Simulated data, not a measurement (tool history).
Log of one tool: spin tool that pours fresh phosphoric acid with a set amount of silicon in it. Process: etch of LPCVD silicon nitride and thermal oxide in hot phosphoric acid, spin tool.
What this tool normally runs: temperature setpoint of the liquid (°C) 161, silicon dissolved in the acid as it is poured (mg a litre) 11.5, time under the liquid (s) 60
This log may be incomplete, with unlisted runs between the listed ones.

run,hour,temperature setpoint of the liquid (°C),silicon dissolved in the acid as it is poured (mg a litre),time under the liquid (s),wafers since the last listed run,hours since the thermometer was replaced,hours since the dissolved silicon flow meter was replaced,hours since the heated supply line was repaired,hours since the gauge calibration,"read-back film thickness of the LPCVD silicon nitride reference wafer, read on the same gauge (nm)",thickness taken off the LPCVD silicon nitride on a monitor wafer (Å)
1,0,161,11.5,60,0,493.1,1670.6,1405.3,148.9,109.98,53.2
2,18.6,161,11.5,60,202,511.7,1689.2,1423.9,167.5,109.99,53.2
3,39.4,161,11.5,60,226,532.5,1710,1444.7,188.3,110.02,53.1
4,73,159.5,16.5,60,365,566.1,1743.6,1478.3,221.9,110,51.2
5,108.3,159.5,16.5,60,384,601.4,1778.9,1513.6,257.2,110.01,51.3
# hour 125.9: heated supply line repaired
# hour 141.2: thermometer replaced
6,141.7,162,11.5,60,341,0.5,1812.3,15.8,290.6,109.99,53.4
7,162,161,8,60,220,20.8,1832.6,36.1,310.9,110.04,51.7
8,184.9,159.5,19,60,249,43.7,1855.5,59,333.8,110.02,49.6
9,203.8,161,8.5,30,205,62.6,1874.4,77.9,352.7,110.02,26.1
10,244.7,161,11.5,60,445,103.5,1915.3,118.8,393.6,110,52.4
# hour 255.1: gauge calibrated
# hour 256.7: dissolved silicon flow meter replaced
11,260.5,159,11.5,40,161,119.3,3.8,134.6,5.4,109.97,32.6
12,296,162.5,17,60,386,154.8,39.3,170.1,40.9,109.99,55.1
13,314.1,163,3,60,196,172.9,57.4,188.2,59,109.98,55.9
14,334.1,161,11.5,60,217,192.9,77.4,208.2,79,109.99,52.3
15,351.5,163,18,80,189,210.3,94.8,225.6,96.4,109.99,74.8

Entry by entry between the runs, the difference in hidden state between the last listed run before and the first listed run after:
In the gap between runs 5 and 6: heated supply line repaired (hour 125.9); thermometer replaced (hour 141.2)
  liquid hotter than its thermometer reads (K): 1.23 -> 0.0946
  measured less the result without the state, thickness taken off the LPCVD silicon nitride on a monitor wafer (Å): +2.1 -> +0.2
In the gap between runs 10 and 11: gauge calibrated (hour 255.1); dissolved silicon flow meter replaced (hour 256.7)
  liquid hotter than its thermometer reads (K): 0.293 -> 0.323
  measured less the result without the state, thickness taken off the LPCVD silicon nitride on a monitor wafer (Å): +0.5 -> +0.4
